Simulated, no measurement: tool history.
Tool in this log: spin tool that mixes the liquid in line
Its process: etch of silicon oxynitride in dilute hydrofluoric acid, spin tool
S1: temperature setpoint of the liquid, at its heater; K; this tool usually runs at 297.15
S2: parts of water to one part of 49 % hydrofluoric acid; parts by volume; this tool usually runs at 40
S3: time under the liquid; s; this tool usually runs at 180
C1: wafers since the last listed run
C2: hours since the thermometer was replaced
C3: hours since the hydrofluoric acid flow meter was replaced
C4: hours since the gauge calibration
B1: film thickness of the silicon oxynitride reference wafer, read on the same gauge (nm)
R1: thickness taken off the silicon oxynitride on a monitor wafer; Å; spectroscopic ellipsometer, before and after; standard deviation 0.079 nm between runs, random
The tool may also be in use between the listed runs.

run	hour	S1	S2	S3	C1	C2	C3	C4	B1	R1
1	0.0	297.15	40	180	0	690.9	1245.5	121.4	120.02	102.7
2	13.4	297.15	40	180	54	704.3	1258.9	134.8	120.03	102.1
3	22.8	297.15	40	180	38	713.7	1268.3	144.2	119.98	101.1
4	35.5	297.15	40	180	51	726.4	1281.0	156.9	119.99	101.9
5	52.9	297.15	40	180	70	743.8	1298.4	174.3	120.01	102.3
6	63.5	297.15	40	180	42	754.4	1309.0	184.9	120.03	101.5
7	77.1	297.15	40	180	54	768.0	1322.6	198.5	119.98	104.5
# hour 103.3: thermometer replaced
8	129.0	297.15	45	115	205	25.7	1374.5	250.4	119.99	51.4
9	139.6	297.15	45	115	42	36.3	1385.1	261.0	119.99	51.2
10	152.8	297.15	40	220	53	49.5	1398.3	274.2	119.99	112.4
11	166.2	297.15	55	180	54	62.9	1411.7	287.6	120.01	66.9
12	176.1	297.15	40	180	40	72.8	1421.6	297.5	119.99	91.5
13	191.3	298.65	40	90	61	88.0	1436.8	312.7	120.00	49.1
# hour 193.2: gauge calibrated
14	203.1	297.15	40	180	47	99.8	1448.6	9.9	120.03	92.6
# hour 206.0: hydrofluoric acid flow meter replaced
15	217.7	301.15	50	80	54	114.4	11.7	24.5	120.04	39.2
16	253.9	299.65	30	285	146	150.6	47.9	60.7	120.03	221.4
17	270.3	294.15	40	105	66	167.0	64.3	77.1	120.03	46.7
18	280.8	293.15	35	150	42	177.5	74.8	87.6	120.02	72.1
19	291.5	301.65	60	150	43	188.2	85.5	98.3	120.04	63.1
20	298.1	297.15	50	180	26	194.8	92.1	104.9	119.97	74.8
21	313.5	301.15	45	120	62	210.2	107.5	120.3	119.98	65.8

4 options for the next run, each taken on its own from the tool as it stands now. Forecast them:
A	314.0	295.65	40	180	2	210.7	108.0	120.8	?	?
B	314.0	297.15	35	180	2	210.7	108.0	120.8	?	?
C	314.0	301.15	30	95	2	210.7	108.0	120.8	?	?
D	314.0	294.65	30	150	2	210.7	108.0	120.8	?	?

run	B1	R1
A	120.01	87.7
B	120.01	108.3
C	120.01	81.3
D	120.01	93.3
The same runs, with their run-to-run variation unchanged, on a tool lacking any hidden condition would have given:
run	R1
A	85.0
B	105.0
C	78.9
D	90.4
